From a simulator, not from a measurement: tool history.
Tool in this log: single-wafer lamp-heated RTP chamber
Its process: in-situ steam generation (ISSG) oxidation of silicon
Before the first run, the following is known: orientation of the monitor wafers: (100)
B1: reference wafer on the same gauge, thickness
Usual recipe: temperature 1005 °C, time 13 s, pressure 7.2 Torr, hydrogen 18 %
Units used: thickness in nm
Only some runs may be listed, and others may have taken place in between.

{"run": 1, "day": 0.0, "temperature": 1005, "time": 13, "pressure": 7.2, "hydrogen": 18, "B1": 3.861, "thickness": 4.649}
{"run": 2, "day": 1.817, "temperature": 1005, "time": 13, "pressure": 7.2, "hydrogen": 18, "B1": 3.861, "thickness": 4.627}
{"run": 3, "day": 3.433, "temperature": 1005, "time": 13, "pressure": 7.2, "hydrogen": 18, "B1": 3.865, "thickness": 4.646}
{"run": 4, "day": 6.188, "temperature": 1005, "time": 13, "pressure": 7.2, "hydrogen": 18, "B1": 3.862, "thickness": 4.678}
{"run": 5, "day": 7.779, "temperature": 1005, "time": 13, "pressure": 7.2, "hydrogen": 18, "B1": 3.862, "thickness": 4.687}
{"run": 6, "day": 10.358, "temperature": 1005, "time": 13, "pressure": 7.2, "hydrogen": 18, "B1": 3.859, "thickness": 4.697}
{"run": 7, "day": 12.012, "temperature": 1005, "time": 13, "pressure": 7.2, "hydrogen": 18, "B1": 3.861, "thickness": 4.702}
{"run": 8, "day": 14.25, "temperature": 1005, "time": 13, "pressure": 7.2, "hydrogen": 18, "B1": 3.864, "thickness": 4.702}
{"run": 9, "day": 15.804, "temperature": 1005, "time": 13, "pressure": 7.2, "hydrogen": 13, "B1": 3.863, "thickness": 4.35}
{"run": 10, "day": 18.762, "temperature": 1005, "time": 13, "pressure": 7.2, "hydrogen": 18, "B1": 3.861, "thickness": 4.705}
{"day": 20.158, "done": "pyrometer window cleaned and pyrometer calibrated"}
{"run": 11, "day": 22.721, "temperature": 1005, "time": 13, "pressure": 7.2, "hydrogen": 18, "B1": 3.86, "thickness": 4.624}
{"run": 12, "day": 26.771, "temperature": 1005, "time": 11, "pressure": 7.2, "hydrogen": 18, "B1": 3.859, "thickness": 4.308}
{"day": 28.712, "done": "hydrogen flow controller replaced"}
{"run": 13, "day": 30.088, "temperature": 1005, "time": 11, "pressure": 7.2, "hydrogen": 18, "B1": 3.857, "thickness": 4.387}
{"run": 14, "day": 34.588, "temperature": 1005, "time": 13, "pressure": 7.2, "hydrogen": 18, "B1": 3.861, "thickness": 4.756}
{"run": 15, "day": 38.2, "temperature": 1005, "time": 13, "pressure": 7.2, "hydrogen": 18, "B1": 3.863, "thickness": 4.788}
{"run": 16, "day": 41.412, "temperature": 993, "time": 17, "pressure": 6.9, "hydrogen": 13, "B1": 3.858, "thickness": 4.747}
{"day": 41.867, "done": "pyrometer window cleaned and pyrometer calibrated"}
{"run": 17, "day": 44.596, "temperature": 1005, "time": 15, "pressure": 8.1, "hydrogen": 25, "B1": 3.858, "thickness": 5.394}
{"run": 18, "day": 46.121, "temperature": 1005, "time": 13, "pressure": 7.2, "hydrogen": 18, "B1": 3.859, "thickness": 4.66}
{"day": 49.042, "done": "gauge calibrated"}
{"day": 52.996, "done": "pressure gauge zeroed"}
{"run": 19, "day": 56.65, "temperature": 1005, "time": 11, "pressure": 7.2, "hydrogen": 18, "B1": 3.862, "thickness": 4.389}
{"day": 63.879, "done": "pyrometer window cleaned and pyrometer calibrated"}
{"run": 20, "day": 68.321, "temperature": 1005, "time": 17, "pressure": 8.3, "hydrogen": 18, "B1": 3.86, "thickness": 5.302}
{"run": 21, "day": 69.912, "temperature": 1005, "time": 16, "pressure": 7.2, "hydrogen": 18, "B1": 3.861, "thickness": 5.162}
{"run": 22, "day": 72.3, "temperature": 1005, "time": 13, "pressure": 7.9, "hydrogen": 18, "B1": 3.861, "thickness": 4.723}
{"run": 23, "day": 74.833, "temperature": 1005, "time": 13, "pressure": 7.2, "hydrogen": 18, "B1": 3.856, "thickness": 4.719}
{"run": 24, "day": 79.317, "temperature": 1005, "time": 13, "pressure": 8, "hydrogen": 11, "B1": 3.861, "thickness": 4.245}
{"run": 25, "day": 81.108, "temperature": 1023, "time": 16, "pressure": 8.5, "hydrogen": 21, "B1": 3.855, "thickness": 5.863}
{"day": 83.862, "done": "pyrometer window cleaned and pyrometer calibrated"}
{"run": 26, "day": 85.475, "temperature": 1017, "time": 13, "pressure": 7.2, "hydrogen": 11, "B1": 3.861, "thickness": 4.316}
{"run": 27, "day": 89.771, "temperature": 1005, "time": 18, "pressure": 6.9, "hydrogen": 22, "B1": 3.863, "thickness": 5.711}
{"run": 28, "day": 93.0, "temperature": 1005, "time": 15, "pressure": 7.2, "hydrogen": 21, "B1": 3.859, "thickness": 5.22}
{"run": 29, "day": 94.808, "temperature": 1024, "time": 13, "pressure": 8.1, "hydrogen": 18, "B1": 3.856, "thickness": 5.112}
{"run": 30, "day": 96.475, "temperature": 1005, "time": 16, "pressure": 8.7, "hydrogen": 11, "B1": 3.86, "thickness": 4.653}
{"run": 31, "day": 100.425, "temperature": 1005, "time": 13, "pressure": 7.2, "hydrogen": 18, "B1": 3.861, "thickness": 4.717}

Run-by-run hidden state of the tool:
true pressure minus gauge reading, Torr: 0 on each run
gauge reads high (%): 0 on each run
H1: true wafer temperature minus pyrometer reading, K
H2: deviation of the hydrogen flow from its setpoint, %
run=1 H1=3.78 H2=-4.5
run=2 H1=5.06 H2=-4.65
run=3 H1=5.96 H2=-4.79
run=4 H1=7.08 H2=-5.03
run=5 H1=7.55 H2=-5.17
run=6 H1=8.12 H2=-5.41
run=7 H1=8.39 H2=-5.56
run=8 H1=8.66 H2=-5.78
run=9 H1=8.81 H2=-5.93
run=10 H1=9.01 H2=-6.23
run=11 H1=3.55 H2=-6.64
run=12 H1=6.21 H2=-7.08
run=13 H1=7.49 H2=-0.284
run=14 H1=8.49 H2=-0.302
run=15 H1=8.93 H2=-0.333
run=16 H1=9.17 H2=-0.371
run=17 H1=3.3 H2=-0.421
run=18 H1=4.45 H2=-0.449
run=19 H1=8.14 H2=-0.71
run=20 H1=4.46 H2=-1.14
run=21 H1=5.4 H2=-1.21
run=22 H1=6.46 H2=-1.32
run=23 H1=7.26 H2=-1.45
run=24 H1=8.12 H2=-1.68
run=25 H1=8.33 H2=-1.78
run=26 H1=2.3 H2=-2.04
run=27 H1=5.48 H2=-2.32
run=28 H1=6.87 H2=-2.54
run=29 H1=7.4 H2=-2.67
run=30 H1=7.79 H2=-2.79
run=31 H1=8.4 H2=-3.09
